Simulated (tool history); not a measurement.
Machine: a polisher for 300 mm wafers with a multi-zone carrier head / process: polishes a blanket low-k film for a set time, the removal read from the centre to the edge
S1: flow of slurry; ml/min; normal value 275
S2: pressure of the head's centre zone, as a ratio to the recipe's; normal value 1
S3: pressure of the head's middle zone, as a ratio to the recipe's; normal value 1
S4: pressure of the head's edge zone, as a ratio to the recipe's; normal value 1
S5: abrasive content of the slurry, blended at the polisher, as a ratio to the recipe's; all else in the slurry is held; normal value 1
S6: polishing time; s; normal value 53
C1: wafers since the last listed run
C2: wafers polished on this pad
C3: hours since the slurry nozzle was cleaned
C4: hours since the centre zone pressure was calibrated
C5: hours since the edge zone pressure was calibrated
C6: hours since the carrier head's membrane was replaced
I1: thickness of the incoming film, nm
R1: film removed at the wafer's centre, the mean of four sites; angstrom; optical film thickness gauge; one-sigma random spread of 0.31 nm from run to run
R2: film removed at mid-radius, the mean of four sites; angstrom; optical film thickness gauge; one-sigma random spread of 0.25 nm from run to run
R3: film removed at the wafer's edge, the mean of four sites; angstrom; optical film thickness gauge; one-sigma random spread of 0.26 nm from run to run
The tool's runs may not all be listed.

run	hour	S1	S2	S3	S4	S5	S6	C1	C2	C3	C4	C5	C6	I1	R1	R2	R3
1	0	240	1	1	1	1	53	0	1211	528.3	11.2	1128.2	98.1	375.5	247	242	254
# hour 20.7: worn pad replaced by a new one
2	31.2	240	1	1	1	1	53	219	84	559.5	42.4	1159.4	129.3	370.9	244	243	257
3	60.3	275	1	1.04	1	1	53	234	319	588.6	71.5	1188.5	158.4	370.4	256	253	259
4	85.8	275	1.09	1	1	1.1	42	205	524	614.1	97	1214	183.9	373.5	227	202	215
5	101.5	275	1	1	1	1	39	126	650	629.8	112.7	1229.7	199.6	366.4	188	188	192
# hour 106.2: edge zone pressure recalibrated
6	124.7	275	1	1	0.94	1.1	53	170	821	653	135.9	18.5	222.8	372.7	269	260	257
7	138.8	275	1	1.03	1	0.9	53	113	935	667.1	150	32.6	236.9	373.6	240	242	246
8	163.3	275	1.07	1	1	1	67	197	1132	691.6	174.5	57.1	261.4	366.2	347	313	327
9	190.9	275	0.93	1	1	1.25	41	222	1354	719.2	202.1	84.7	289	368.7	200	209	219
10	225.5	275	1	1	0.98	1.15	53	278	1633	753.8	236.7	119.3	323.6	370.5	267	263	276
# hour 231.1: worn pad replaced by a new one
11	242.1	275	1	1	1	1	53	101	88	770.4	253.3	135.9	340.2	371	252	245	266
# hour 262.5: slurry nozzle cleaned
12	273.3	360	1.03	1	1	1.1	34	243	331	10.8	284.5	167.1	371.4	364.8	180	171	179
13	305.3	275	1	0.89	1	0.9	53	257	589	42.8	316.5	199.1	403.4	364.9	240	213	250
14	326.9	275	1	1	1	1	53	173	763	64.4	338.1	220.7	425	367.2	257	248	265
15	344.4	275	1	1	1	1	53	140	904	81.9	355.6	238.2	442.5	368	253	244	264
16	362.1	275	1	1	1	1	53	142	1046	99.6	373.3	255.9	460.2	373.8	256	247	259
17	393.8	275	0.91	1	1	1	53	255	1301	131.3	405	287.6	491.9	375	237	247	257
18	415.2	200	1	1	1	1	53	172	1474	152.7	426.4	309	513.3	374.8	248	242	254
# hour 430.6: worn pad replaced by a new one
19	442.1	275	1	1	1	1	53	184	92	179.6	453.3	335.9	540.2	370.1	256	250	260
20	463	275	1.09	1	1	1	53	168	261	200.5	474.2	356.8	561.1	368.7	280	253	258
21	484.6	275	1	1	1	1	53	173	434	222.1	495.8	378.4	582.7	366.9	248	247	262
22	498	275	1	1.05	1	0.9	53	107	542	235.5	509.2	391.8	596.1	371	236	248	251
23	515.6	275	0.89	1	1	1	53	141	684	253.1	526.8	409.4	613.7	372.3	227	248	261

Forecast each of these 3 alternatives for the next run:
A	516	275	1.07	1	1	1	53	3	687	253.5	527.2	409.8	614.1	373.4	?	?	?
B	516	305	0.94	0.94	1	1	63	3	687	253.5	527.2	409.8	614.1	373.4	?	?	?
C	516	275	0.94	1	1	1	53	3	687	253.5	527.2	409.8	614.1	373.4	?	?	?

run	R1	R2	R3
A	269	245	260
B	284	280	312
C	236	246	260
What these runs would have given with no unlogged condition in the tool:
run	R1	R2	R3
A	269	245	260
B	284	280	312
C	236	246	260
